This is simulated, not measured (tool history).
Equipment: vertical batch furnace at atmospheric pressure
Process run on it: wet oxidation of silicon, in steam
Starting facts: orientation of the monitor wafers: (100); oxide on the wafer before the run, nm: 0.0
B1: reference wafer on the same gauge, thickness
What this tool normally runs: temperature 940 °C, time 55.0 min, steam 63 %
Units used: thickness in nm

Run 1, hour 0.0: usual settings but steam 67 %; B1 166.95. Result: thickness 167.17 nm.
At hour 24.4: gauge calibrated.
Run 2, hour 55.8: usual settings but steam 67 %; B1 167.03. Result: thickness 166.56 nm.
Run 3, hour 64.4: usual settings; B1 166.99. Result: thickness 157.81 nm.
Run 4, hour 74.5: usual settings; B1 167.00. Result: thickness 158.12 nm.
Run 5, hour 92.4: usual settings; B1 167.20. Result: thickness 157.90 nm.
Run 6, hour 108.5: usual settings; B1 166.96. Result: thickness 157.63 nm.
Run 7, hour 119.9: usual settings; B1 167.07. Result: thickness 157.91 nm.
Run 8, hour 127.6: usual settings but temperature 932 °C; B1 166.88. Result: thickness 143.51 nm.
At hour 161.6: steam generator serviced.
At hour 171.2: thermocouples replaced and temperature profile calibrated.
Run 9, hour 171.7: usual settings but temperature 932 °C; B1 167.01. Result: thickness 156.28 nm.
Run 10, hour 176.4: usual settings but temperature 932 °C; B1 166.98. Result: thickness 156.09 nm.
Run 11, hour 181.1: usual settings; B1 167.02. Result: thickness 170.66 nm.
Run 12, hour 185.8: usual settings; B1 167.05. Result: thickness 170.41 nm.
At hour 189.9: gauge calibrated.
Run 13, hour 195.8: usual settings but steam 73 %; B1 167.14. Result: thickness 193.94 nm.
Run 14, hour 204.6: usual settings; B1 167.12. Result: thickness 170.70 nm.
Run 15, hour 215.1: usual settings but temperature 916 °C, time 73.0 min, steam 54 %; B1 167.06. Result: thickness 145.02 nm.
Run 16, hour 221.8: usual settings; B1 167.08. Result: thickness 170.84 nm.
Run 17, hour 234.7: usual settings but temperature 923 °C, time 71.5 min; B1 166.86. Result: thickness 176.90 nm.
Run 18, hour 251.1: usual settings but temperature 958 °C, time 62.0 min, steam 55 %; B1 167.07. Result: thickness 204.39 nm.
Run 19, hour 261.0: usual settings; B1 167.08. Result: thickness 170.60 nm.
Run 20, hour 276.3: usual settings; B1 166.97. Result: thickness 170.28 nm.
Run 21, hour 288.6: usual settings but temperature 918 °C; B1 166.79. Result: thickness 132.47 nm.
Run 22, hour 307.7: usual settings but temperature 965 °C, time 68.5 min, steam 56 %; B1 167.06. Result: thickness 241.97 nm.
Run 23, hour 315.4: usual settings but temperature 956 °C, time 29.0 min, steam 68 %; B1 167.05. Result: thickness 125.83 nm.
Run 24, hour 330.9: usual settings; B1 166.98. Result: thickness 169.73 nm.

Forecast each of these 5 alternatives for the next run:
Run A, hour 335.7: usual settings; B1 ?. Result: thickness ?.
Run B, hour 335.7: usual settings but temperature 933 °C, time 40.0 min, steam 66 %; B1 ?. Result: thickness ?.
Run C, hour 335.7: usual settings but steam 68 %; B1 ?. Result: thickness ?.
Run D, hour 335.7: usual settings but temperature 918 °C, time 64.0 min, steam 60 %; B1 ?. Result: thickness ?.
Run E, hour 335.7: usual settings but temperature 918 °C, time 31.5 min, steam 54 %; B1 ?. Result: thickness ?.

run      B1  thickness
  A  166.86     170.09
  B  166.86     123.69
  C  166.86     181.60
  D  166.86     144.81
  E  166.86      68.52
Had the tool no hidden state, the same runs would have come out as:
run  thickness
  A     171.63
  B     124.86
  C     183.24
  D     146.18
  E      69.21
